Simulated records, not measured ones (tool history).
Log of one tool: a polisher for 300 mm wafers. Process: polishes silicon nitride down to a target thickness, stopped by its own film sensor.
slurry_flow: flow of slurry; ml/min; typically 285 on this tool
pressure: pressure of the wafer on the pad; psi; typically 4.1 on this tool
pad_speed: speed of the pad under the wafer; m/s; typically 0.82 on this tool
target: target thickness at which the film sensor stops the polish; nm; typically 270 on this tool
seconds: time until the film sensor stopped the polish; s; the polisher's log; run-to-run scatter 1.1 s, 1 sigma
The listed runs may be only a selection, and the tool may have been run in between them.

run	day	slurry_flow	pressure	pad_speed	target	incoming thickness of the incoming film, nm	seconds
1	0.000	285	4.1	0.82	270	433.8	118.8
# day 1.658: head pressure recalibrated
# day 1.917: slurry nozzle cleaned
2	2.900	285	4.1	0.82	270	439.7	111.7
3	4.512	285	4.1	0.82	270	437.5	111.2
4	8.008	285	4.1	0.82	270	439.0	111.7
5	11.733	285	4.1	0.82	270	444.9	117.8
# day 14.083: worn pad replaced by a new one
6	14.833	285	4.1	0.82	270	439.9	115.8
# day 17.367: slurry nozzle cleaned
7	17.596	285	4.1	0.82	270	436.4	114.4
8	21.708	285	4.1	0.82	270	435.3	113.8
9	23.608	285	4.1	0.82	270	447.2	122.0
10	26.875	285	4.1	0.82	270	445.6	121.4
# day 28.929: worn pad replaced by a new one
11	29.938	285	4.1	0.82	270	437.9	119.7
# day 32.012: slurry nozzle cleaned
12	38.579	285	4.1	0.82	270	445.2	122.6
# day 40.821: head pressure recalibrated
13	42.925	285	4.9	0.82	270	434.3	94.0
# day 44.375: worn pad replaced by a new one
14	44.838	210	4.1	0.82	245	442.3	138.6
15	47.917	235	3.2	0.82	326	440.9	103.1
# day 50.829: slurry nozzle cleaned
16	51.262	215	4.1	0.82	270	433.9	118.0
17	55.096	285	4.1	0.58	228	432.5	172.6
18	57.629	285	5.4	1.02	219	435.4	104.1
# day 59.325: worn pad replaced by a new one
19	61.650	285	4.1	0.82	270	440.6	123.4
20	65.408	285	4.1	1.04	270	443.0	110.0
21	68.508	205	4.1	0.82	270	433.0	122.1
# day 69.433: slurry nozzle cleaned
22	71.242	285	4.1	0.82	270	446.1	128.4
# day 75.138: worn pad replaced by a new one
23	75.312	235	3.2	0.82	326	439.9	106.0
24	77.258	225	4.1	0.82	270	442.3	128.7
25	78.975	285	4.1	0.94	321	435.0	77.3
26	82.183	190	4.1	0.82	270	441.3	128.3
# day 83.092: head pressure recalibrated
27	84.467	285	4.1	0.82	270	439.4	116.1

Predict each of these 4 candidate next runs independently; none follows another, all start after run 27:
A	84.483	285	4.1	0.82	270	434.8	?
B	84.483	285	3.2	0.62	270	434.8	?
C	84.483	285	4.1	0.94	270	434.8	?
D	84.483	380	4.1	0.82	270	434.8	?

run	seconds
A	113.7
B	166.8
C	105.9
D	111.9
Had the tool no hidden state, the same runs would have come out as:
run	seconds
A	111.3
B	163.3
C	103.7
D	109.6

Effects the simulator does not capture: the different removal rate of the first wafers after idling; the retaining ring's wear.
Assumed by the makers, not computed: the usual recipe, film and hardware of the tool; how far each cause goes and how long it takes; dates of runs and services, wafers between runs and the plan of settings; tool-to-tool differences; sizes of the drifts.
